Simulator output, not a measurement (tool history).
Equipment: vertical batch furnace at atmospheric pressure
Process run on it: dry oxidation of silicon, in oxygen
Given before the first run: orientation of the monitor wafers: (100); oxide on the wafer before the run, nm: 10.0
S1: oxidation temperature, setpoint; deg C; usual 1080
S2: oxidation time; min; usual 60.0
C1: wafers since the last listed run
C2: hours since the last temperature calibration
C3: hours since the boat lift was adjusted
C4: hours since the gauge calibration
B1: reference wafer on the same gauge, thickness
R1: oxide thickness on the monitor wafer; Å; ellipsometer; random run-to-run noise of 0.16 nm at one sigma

| run | hour | S1 | S2 | C1 | C2 | C3 | C4 | B1 | R1 |
|---|---|---|---|---|---|---|---|---|---|
| 1 | 0.0 | 1095 | 71.5 | 0 | 2981.3 | 2140.5 | 442.7 | 89.33 | 1246.0 |
| 2 | 26.3 | 1095 | 71.5 | 556 | 3007.6 | 2166.8 | 469.0 | 89.29 | 1246.8 |
| 3 | 96.5 | 1092 | 60.0 | 1486 | 3077.8 | 2237.0 | 539.2 | 89.33 | 1097.7 |
| 4 | 132.1 | 1092 | 60.0 | 753 | 3113.4 | 2272.6 | 574.8 | 89.29 | 1097.1 |
| 5 | 160.1 | 1080 | 60.0 | 592 | 3141.4 | 2300.6 | 602.8 | 89.30 | 1002.9 |
| 6 | 205.1 | 1080 | 60.0 | 952 | 3186.4 | 2345.6 | 647.8 | 89.32 | 1009.2 |
| 7 | 275.5 | 1080 | 53.0 | 1490 | 3256.8 | 2416.0 | 718.2 | 89.31 | 936.5 |
| 8 | 322.5 | 1080 | 53.0 | 994 | 3303.8 | 2463.0 | 765.2 | 89.30 | 937.5 |
|  | 379.8 | boat lift adjusted |
|  | 380.1 | gauge calibrated |
| 9 | 380.3 | 1080 | 60.0 | 715 | 3361.6 | 0.5 | 0.2 | 89.25 | 1012.6 |
| 10 | 419.7 | 1080 | 46.5 | 834 | 3401.0 | 39.9 | 39.6 | 89.30 | 864.2 |
| 11 | 490.6 | 1056 | 84.5 | 1500 | 3471.9 | 110.8 | 110.5 | 89.27 | 1047.3 |
| 12 | 516.5 | 1071 | 43.5 | 548 | 3497.8 | 136.7 | 136.4 | 89.30 | 781.3 |
| 13 | 543.9 | 1080 | 89.0 | 580 | 3525.2 | 164.1 | 163.8 | 89.28 | 1296.5 |
|  | 581.1 | thermocouples replaced and temperature profile calibrated |
| 14 | 594.4 | 1080 | 84.0 | 560 | 13.3 | 214.6 | 214.3 | 89.28 | 1208.8 |
| 15 | 622.1 | 1080 | 84.0 | 586 | 41.0 | 242.3 | 242.0 | 89.31 | 1209.3 |
| 16 | 690.7 | 1080 | 60.0 | 1452 | 109.6 | 310.9 | 310.6 | 89.32 | 981.2 |
| 17 | 737.2 | 1062 | 60.0 | 984 | 156.1 | 357.4 | 357.1 | 89.27 | 853.6 |

4 options for the next run, each taken on its own from the tool as it stands now. Forecast them:
| A | 741.3 | 1080 | 60.0 | 86 | 160.2 | 361.5 | 361.2 | ? | ? |
| B | 741.3 | 1080 | 72.0 | 86 | 160.2 | 361.5 | 361.2 | ? | ? |
| C | 741.3 | 1094 | 45.5 | 86 | 160.2 | 361.5 | 361.2 | ? | ? |
| D | 741.3 | 1089 | 36.5 | 86 | 160.2 | 361.5 | 361.2 | ? | ? |

| run | B1 | R1 |
|---|---|---|
| A | 89.33 | 981.3 |
| B | 89.33 | 1097.9 |
| C | 89.33 | 919.2 |
| D | 89.33 | 778.0 |
With no hidden state in the tool, these same runs would have given:
| run | R1 |
|---|---|
| A | 977.8 |
| B | 1094.1 |
| C | 916.2 |
| D | 775.3 |
